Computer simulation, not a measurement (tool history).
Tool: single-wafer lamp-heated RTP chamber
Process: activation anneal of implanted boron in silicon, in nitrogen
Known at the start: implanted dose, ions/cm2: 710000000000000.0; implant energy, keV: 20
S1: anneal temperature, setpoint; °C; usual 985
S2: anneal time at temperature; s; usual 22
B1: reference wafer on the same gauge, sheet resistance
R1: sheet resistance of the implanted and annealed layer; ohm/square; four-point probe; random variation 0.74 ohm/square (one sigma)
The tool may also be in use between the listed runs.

run 1 hour=0 | S1=985 S2=22 | B1=149.01 | R1=164.03
run 2 hour=61.9 | S1=985 S2=22 | B1=149 | R1=165.39
run 3 hour=111.4 | S1=985 S2=22 | B1=149.08 | R1=162.87
run 4 hour=163.3 | S1=985 S2=22 | B1=149.13 | R1=162.56
-- hour=192.6 gauge calibrated
-- hour=256.2 reflector plate cleaned
run 5 hour=310.3 | S1=985 S2=22 | B1=149.1 | R1=166.44
run 6 hour=353.6 | S1=985 S2=22 | B1=148.96 | R1=165.68
run 7 hour=415.5 | S1=985 S2=22 | B1=148.85 | R1=164.95
run 8 hour=473.6 | S1=1003 S2=27 | B1=148.99 | R1=158.51
run 9 hour=563.9 | S1=1003 S2=27 | B1=149.01 | R1=159.26
-- hour=572.9 pyrometer window cleaned and pyrometer calibrated
run 10 hour=618.2 | S1=1003 S2=27 | B1=149.02 | R1=158.27
run 11 hour=713.3 | S1=1006 S2=16 | B1=148.94 | R1=157.74
run 12 hour=807.5 | S1=1006 S2=16 | B1=148.92 | R1=157.31
-- hour=926.8 reflector plate cleaned
run 13 hour=1111.4 | S1=1006 S2=16 | B1=148.93 | R1=159.06
run 14 hour=1163.4 | S1=1001 S2=32 | B1=149.06 | R1=159.12
run 15 hour=1226.1 | S1=985 S2=22 | B1=148.78 | R1=164.88
-- hour=1264.2 pyrometer window cleaned and pyrometer calibrated
run 16 hour=1316.6 | S1=985 S2=22 | B1=149.05 | R1=164.72
run 17 hour=1416.7 | S1=985 S2=22 | B1=149.03 | R1=163.23
run 18 hour=1497.8 | S1=985 S2=22 | B1=149.03 | R1=163.03
-- hour=1532.1 reflector plate cleaned
run 19 hour=1585.2 | S1=985 S2=22 | B1=149.03 | R1=164.48
run 20 hour=1680.9 | S1=1006 S2=14 | B1=149.01 | R1=159.21
run 21 hour=1740.2 | S1=985 S2=22 | B1=148.99 | R1=163.88
run 22 hour=1807.6 | S1=963 S2=35 | B1=148.98 | R1=174.24
run 23 hour=1876.5 | S1=1009 S2=18 | B1=149.11 | R1=156.02
-- hour=1921.2 pyrometer window cleaned and pyrometer calibrated
run 24 hour=1925.4 | S1=973 S2=31 | B1=148.88 | R1=167.68
run 25 hour=2019.9 | S1=1001 S2=22 | B1=149.09 | R1=156.99
-- hour=2065.3 gauge calibrated
-- hour=2090.6 reflector plate cleaned
run 26 hour=2101.2 | S1=985 S2=35 | B1=148.92 | R1=162.63
run 27 hour=2204.4 | S1=985 S2=22 | B1=149.07 | R1=164.38
run 28 hour=2279.5 | S1=985 S2=22 | B1=149.06 | R1=165.59
run 29 hour=2374.5 | S1=985 S2=22 | B1=148.79 | R1=164.18
run 30 hour=2428.4 | S1=985 S2=22 | B1=148.99 | R1=162.89
-- hour=2476.9 pyrometer window cleaned and pyrometer calibrated
run 31 hour=2529.4 | S1=958 S2=22 | B1=149.16 | R1=185.71
-- hour=2653 reflector plate cleaned
run 32 hour=2809.7 | S1=974 S2=33 | B1=149.06 | R1=168.73
run 33 hour=3076.1 | S1=1005 S2=19 | B1=149.07 | R1=156.13
run 34 hour=3147 | S1=1013 S2=17 | B1=148.78 | R1=157.43
-- hour=3211.4 pyrometer window cleaned and pyrometer calibrated
run 35 hour=3220.9 | S1=999 S2=14 | B1=148.89 | R1=158.7

5 ways to go on from here, each from the tool as it stands after run 35. What would each give?
run A hour=3221.3 | S1=1014 S2=22 | B1=? | R1=?
run B hour=3221.3 | S1=963 S2=18 | B1=? | R1=?
run C hour=3221.3 | S1=961 S2=22 | B1=? | R1=?
run D hour=3221.3 | S1=999 S2=22 | B1=? | R1=?
run E hour=3221.3 | S1=985 S2=16 | B1=? | R1=?

run=A B1=149.04 R1=154.92
run=B B1=149.04 R1=178.25
run=C B1=149.04 R1=178.27
run=D B1=149.04 R1=157.2
run=E B1=149.04 R1=162.75
Without the tool's hidden state the same runs would have given:
run=A R1=155.74
run=B R1=186.31
run=C R1=186.35
run=D R1=158.88
run=E R1=166.37

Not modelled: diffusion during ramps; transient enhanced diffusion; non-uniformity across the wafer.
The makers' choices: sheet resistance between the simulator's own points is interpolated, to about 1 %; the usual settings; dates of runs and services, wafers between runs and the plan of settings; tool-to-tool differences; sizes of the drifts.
